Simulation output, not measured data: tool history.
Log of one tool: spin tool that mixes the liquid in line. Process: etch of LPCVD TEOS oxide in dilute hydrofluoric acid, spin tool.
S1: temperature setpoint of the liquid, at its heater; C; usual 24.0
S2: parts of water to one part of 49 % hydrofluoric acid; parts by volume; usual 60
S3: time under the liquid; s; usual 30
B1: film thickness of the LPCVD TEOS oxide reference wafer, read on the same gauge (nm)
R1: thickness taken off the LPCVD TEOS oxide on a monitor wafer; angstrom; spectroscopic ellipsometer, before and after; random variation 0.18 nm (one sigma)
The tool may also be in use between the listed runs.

Run 1, hour 0.0: usual settings; B1 79.99. Result: R1 288.6 angstrom.
Run 2, hour 50.3: usual settings; B1 80.02. Result: R1 290.5 angstrom.
Run 3, hour 136.1: usual settings; B1 80.02. Result: R1 290.6 angstrom.
Run 4, hour 187.4: usual settings but S3 40 s; B1 80.00. Result: R1 392.4 angstrom.
Run 5, hour 231.5: usual settings but S3 40 s; B1 80.01. Result: R1 396.1 angstrom.
Run 6, hour 300.9: usual settings but S3 40 s; B1 80.01. Result: R1 391.7 angstrom.
Run 7, hour 370.3: usual settings but S2 70 parts by volume; B1 79.99. Result: R1 247.9 angstrom.
Run 8, hour 398.8: usual settings; B1 80.03. Result: R1 295.6 angstrom.
Run 9, hour 424.3: usual settings; B1 80.01. Result: R1 293.6 angstrom.
At hour 439.1: thermometer replaced.
Run 10, hour 476.5: usual settings but S1 27.0 C, S2 50 parts by volume; B1 80.00. Result: R1 408.9 angstrom.
Run 11, hour 546.8: usual settings but S1 26.0 C, S2 85 parts by volume, S3 35 s; B1 80.00. Result: R1 259.0 angstrom.
Run 12, hour 601.7: usual settings; B1 79.99. Result: R1 295.4 angstrom.
At hour 637.4: hydrofluoric acid flow meter replaced.
At hour 651.1: gauge calibrated.
Run 13, hour 671.5: usual settings; B1 80.02. Result: R1 283.4 angstrom.
Run 14, hour 733.3: usual settings but S1 28.0 C, S3 45 s; B1 80.01. Result: R1 502.8 angstrom.
Run 15, hour 917.9: usual settings but S2 35 parts by volume; B1 79.98. Result: R1 504.2 angstrom.

The next listed run, before its measurement:
Run 16, hour 966.7: usual settings but S1 21.5 C, S2 50 parts by volume, S3 20 s; B1 ?. Result: R1 ?.

Run 16 gave B1 80.01, R1 209.9 angstrom.
Without the tool's hidden state the same run would have given R1 206.1 angstrom.
